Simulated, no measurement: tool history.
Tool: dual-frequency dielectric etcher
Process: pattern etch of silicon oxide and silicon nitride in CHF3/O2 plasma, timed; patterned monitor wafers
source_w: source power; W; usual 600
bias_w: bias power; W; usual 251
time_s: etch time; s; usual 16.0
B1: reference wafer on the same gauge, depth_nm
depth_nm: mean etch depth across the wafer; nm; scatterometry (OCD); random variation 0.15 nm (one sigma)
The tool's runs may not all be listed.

run 1 day=0.000 | source_w=600 bias_w=251 time_s=16.0 | B1=21.72 | depth_nm=25.80
run 2 day=1.567 | source_w=600 bias_w=251 time_s=16.0 | B1=21.67 | depth_nm=25.88
run 3 day=5.029 | source_w=600 bias_w=251 time_s=16.0 | B1=21.62 | depth_nm=25.79
run 4 day=6.338 | source_w=600 bias_w=266 time_s=16.0 | B1=21.55 | depth_nm=25.92
run 5 day=8.492 | source_w=600 bias_w=251 time_s=19.5 | B1=21.57 | depth_nm=31.08
-- day=10.921 wet clean of the chamber
run 6 day=10.942 | source_w=600 bias_w=251 time_s=16.0 | B1=21.52 | depth_nm=25.26
run 7 day=12.538 | source_w=600 bias_w=251 time_s=16.0 | B1=21.46 | depth_nm=25.58
run 8 day=14.671 | source_w=560 bias_w=251 time_s=16.0 | B1=21.44 | depth_nm=24.73
run 9 day=16.688 | source_w=600 bias_w=251 time_s=16.0 | B1=21.42 | depth_nm=25.38
-- day=17.738 source power generator calibrated
run 10 day=17.900 | source_w=530 bias_w=298 time_s=19.0 | B1=21.40 | depth_nm=30.20
run 11 day=18.971 | source_w=600 bias_w=222 time_s=16.0 | B1=21.39 | depth_nm=24.39
run 12 day=20.133 | source_w=600 bias_w=218 time_s=11.5 | B1=21.38 | depth_nm=17.63
run 13 day=22.517 | source_w=540 bias_w=274 time_s=16.0 | B1=21.37 | depth_nm=25.09
run 14 day=24.288 | source_w=490 bias_w=251 time_s=16.0 | B1=21.36 | depth_nm=23.41
run 15 day=26.571 | source_w=600 bias_w=251 time_s=16.0 | B1=21.33 | depth_nm=25.11
-- day=27.642 bias power generator calibrated
run 16 day=28.921 | source_w=600 bias_w=251 time_s=16.0 | B1=21.33 | depth_nm=25.20
run 17 day=31.325 | source_w=600 bias_w=251 time_s=16.0 | B1=21.28 | depth_nm=25.21
-- day=32.475 wet clean of the chamber
run 18 day=33.542 | source_w=600 bias_w=251 time_s=20.0 | B1=21.26 | depth_nm=31.77
run 19 day=35.521 | source_w=600 bias_w=207 time_s=16.0 | B1=21.35 | depth_nm=23.92
-- day=37.262 upper electrode replaced
run 20 day=38.379 | source_w=600 bias_w=251 time_s=18.0 | B1=21.26 | depth_nm=28.49
run 21 day=41.354 | source_w=600 bias_w=251 time_s=16.0 | B1=21.26 | depth_nm=25.23
run 22 day=43.038 | source_w=600 bias_w=305 time_s=17.5 | B1=21.27 | depth_nm=28.97
-- day=43.158 gauge calibrated
run 23 day=44.883 | source_w=460 bias_w=251 time_s=16.0 | B1=22.20 | depth_nm=23.94
run 24 day=46.596 | source_w=600 bias_w=268 time_s=16.0 | B1=22.08 | depth_nm=26.28
-- day=49.067 wet clean of the chamber
run 25 day=53.808 | source_w=600 bias_w=269 time_s=13.5 | B1=21.82 | depth_nm=22.13
run 26 day=59.708 | source_w=600 bias_w=215 time_s=16.0 | B1=21.63 | depth_nm=24.46
run 27 day=61.683 | source_w=490 bias_w=194 time_s=21.0 | B1=21.61 | depth_nm=29.07
run 28 day=63.671 | source_w=720 bias_w=251 time_s=19.0 | B1=21.57 | depth_nm=32.21
run 29 day=65.383 | source_w=600 bias_w=251 time_s=16.0 | B1=21.53 | depth_nm=25.55
run 30 day=67.042 | source_w=600 bias_w=251 time_s=16.0 | B1=21.46 | depth_nm=25.27

Forecast each of these 3 alternatives for the next run:
run A day=67.058 | source_w=520 bias_w=251 time_s=16.0 | B1=? | depth_nm=?
run B day=67.058 | source_w=510 bias_w=290 time_s=13.0 | B1=? | depth_nm=?
run C day=67.058 | source_w=670 bias_w=280 time_s=14.0 | B1=? | depth_nm=?

run=A B1=21.47 depth_nm=24.21
run=B B1=21.47 depth_nm=20.33
run=C B1=21.47 depth_nm=23.88
Without the tool's hidden state the same runs would have given:
run=A depth_nm=25.12
run=B depth_nm=21.10
run=C depth_nm=24.78
